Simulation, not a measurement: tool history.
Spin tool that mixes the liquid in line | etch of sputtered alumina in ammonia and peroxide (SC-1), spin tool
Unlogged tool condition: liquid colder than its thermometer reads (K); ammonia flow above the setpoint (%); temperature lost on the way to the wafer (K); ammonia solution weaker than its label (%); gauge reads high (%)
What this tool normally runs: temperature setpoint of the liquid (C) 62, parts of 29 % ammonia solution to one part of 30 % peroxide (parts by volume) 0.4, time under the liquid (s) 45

run     day  temperature setpoint of the liquid (C)  parts of 29 % ammonia solution to one part of 30 % peroxide (parts by volume)  time under the liquid (s)  wafers since the last listed run  hours since the thermometer was replaced  hours since the ammonia flow meter was replaced  hours since the heated supply line was repaired  hours since the drum of ammonia solution was connected  hours since the gauge calibration  read-back film thickness of the sputtered alumina reference wafer, read on the same gauge (nm)  thickness taken off the sputtered alumina on a monitor wafer (angstrom)
  1       0                                      62                                                                            0.4                         45                                 0                                     929.9                                              704                                           1985.7                                                   194.7                              451.9                                                                                          69.953                                                                    34.69
  2   0.396                                      62                                                                            0.4                         45                               128                                     939.4                                            713.5                                           1995.2                                                   204.2                              461.4                                                                                          69.991                                                                    34.83
      0.504  -- ammonia flow meter replaced
  3    1.05                                      62                                                                            0.4                         45                               198                                     955.1                                             13.1                                           2010.9                                                   219.9                              477.1                                                                                          70.039                                                                    34.79
      1.421  -- new drum of ammonia solution connected
  4   1.717                                      62                                                                            0.4                         45                               202                                     971.1                                             29.1                                           2026.9                                                     7.1                              493.1                                                                                           70.04                                                                    35.08
      3.079  -- gauge calibrated
  5   3.142                                      62                                                                            0.4                         45                               462                                    1005.3                                             63.3                                           2061.1                                                    41.3                                1.5                                                                                          69.996                                                                    34.32
  6   3.446                                      62                                                                            0.4                         45                                98                                    1012.6                                             70.6                                           2068.4                                                    48.6                                8.8                                                                                          70.005                                                                    34.68
  7   4.146                                      59                                                                            0.4                         45                               227                                    1029.4                                             87.4                                           2085.2                                                    65.4                               25.6                                                                                          69.974                                                                    29.78
  8   4.521                                      56                                                                           0.25                         25                               121                                    1038.4                                             96.4                                           2094.2                                                    74.4                               34.6                                                                                          70.003                                                                    13.37
  9   5.138                                      70                                                                            0.4                         45                               200                                    1053.2                                            111.2                                             2109                                                    89.2                               49.4                                                                                           70.03                                                                    52.23
 10   5.783                                      62                                                                            0.4                         45                               209                                    1068.7                                            126.7                                           2124.5                                                   104.7                               64.9                                                                                          69.971                                                                    34.86
 11   7.938                                      62                                                                            0.5                         45                               699                                    1120.4                                            178.4                                           2176.2                                                   156.4                              116.6                                                                                           69.97                                                                    35.79
      8.062  -- heated supply line repaired
 12   8.275                                      69                                                                            0.6                         55                                96                                    1128.5                                            186.5                                              5.1                                                   164.5                              124.7                                                                                          69.957                                                                    75.51
 13   8.717                                      62                                                                            0.4                         45                               143                                    1139.1                                            197.1                                             15.7                                                   175.1                              135.3                                                                                          70.006                                                                    41.42
      8.904  -- thermometer replaced
      9.971  -- new drum of ammonia solution connected
 14  10.004                                      62                                                                            0.2                         45                               391                                      26.4                                              228                                             46.6                                                     0.8                              166.2                                                                                          70.026                                                                     38.6
 15  10.492                                    67.5                                                                            0.4                         65                               158                                      38.1                                            239.7                                             58.3                                                    12.5                              177.9                                                                                          70.032                                                                    79.96
 16  11.146                                    68.5                                                                            0.4                         45                               212                                      53.8                                            255.4                                               74                                                    28.2                              193.6                                                                                          70.002                                                                    58.69
 17  11.621                                      57                                                                            0.4                         60                               154                                      65.2                                            266.8                                             85.4                                                    39.6                                205                                                                                          70.014                                                                    42.64
 18  12.042                                      62                                                                            0.4                         35                               136                                      75.3                                            276.9                                             95.5                                                    49.7                              215.1                                                                                          69.995                                                                    32.11
 19  12.412                                      62                                                                            0.4                         45                               120                                      84.2                                            285.8                                            104.4                                                    58.6                                224                                                                                          69.996                                                                    40.89
 20  13.008                                      62                                                                            0.4                         45                               193                                      98.5                                            300.1                                            118.7                                                    72.9                              238.3                                                                                           70.01                                                                    41.27
 21  13.546                                    57.5                                                                           0.35                         65                               174                                     111.4                                              313                                            131.6                                                    85.8                              251.2                                                                                          70.015                                                                    46.29
 22  14.225                                      69                                                                            0.6                         55                               220                                     127.7                                            329.3                                            147.9                                                   102.1                              267.5                                                                                          70.025                                                                    73.62
 23  14.679                                      62                                                                            0.4                         45                               147                                     138.6                                            340.2                                            158.8                                                     113                              278.4                                                                                          69.974                                                                    41.46
 24    15.3                                    58.5                                                                           0.45                         45                               201                                     153.5                                            355.1                                            173.7                                                   127.9                              293.3                                                                                          70.013                                                                    34.59

Here are 5 independent what-if runs from the current tool condition. What would each one return?
  A  15.317                                      62                                                                            0.4                         60                                 5                                     153.9                                            355.5                                            174.1                                                   128.3                              293.7                                                                                               ?                                                                        ?
  B  15.317                                      56                                                                            0.2                         45                                 5                                     153.9                                            355.5                                            174.1                                                   128.3                              293.7                                                                                               ?                                                                        ?
  C  15.317                                      62                                                                           0.55                         35                                 5                                     153.9                                            355.5                                            174.1                                                   128.3                              293.7                                                                                               ?                                                                        ?
  D  15.317                                      62                                                                           0.25                         55                                 5                                     153.9                                            355.5                                            174.1                                                   128.3                              293.7                                                                                               ?                                                                        ?
  E  15.317                                    56.5                                                                           0.25                         25                                 5                                     153.9                                            355.5                                            174.1                                                   128.3                              293.7                                                                                               ?                                                                        ?

run  read-back film thickness of the sputtered alumina reference wafer, read on the same gauge (nm)  thickness taken off the sputtered alumina on a monitor wafer (angstrom)
  A                                                                                          70.031                                                                    55.07
  B                                                                                          70.031                                                                    28.28
  C                                                                                          70.031                                                                    33.11
  D                                                                                          70.031                                                                    48.28
  E                                                                                          70.031                                                                    16.48
Take away the tool's hidden state, keep each run's random variation, and the runs would have read:
run  thickness taken off the sputtered alumina on a monitor wafer (angstrom)
  A                                                                    58.65
  B                                                                     30.2
  C                                                                    35.26
  D                                                                    51.43
  E                                                                     17.6

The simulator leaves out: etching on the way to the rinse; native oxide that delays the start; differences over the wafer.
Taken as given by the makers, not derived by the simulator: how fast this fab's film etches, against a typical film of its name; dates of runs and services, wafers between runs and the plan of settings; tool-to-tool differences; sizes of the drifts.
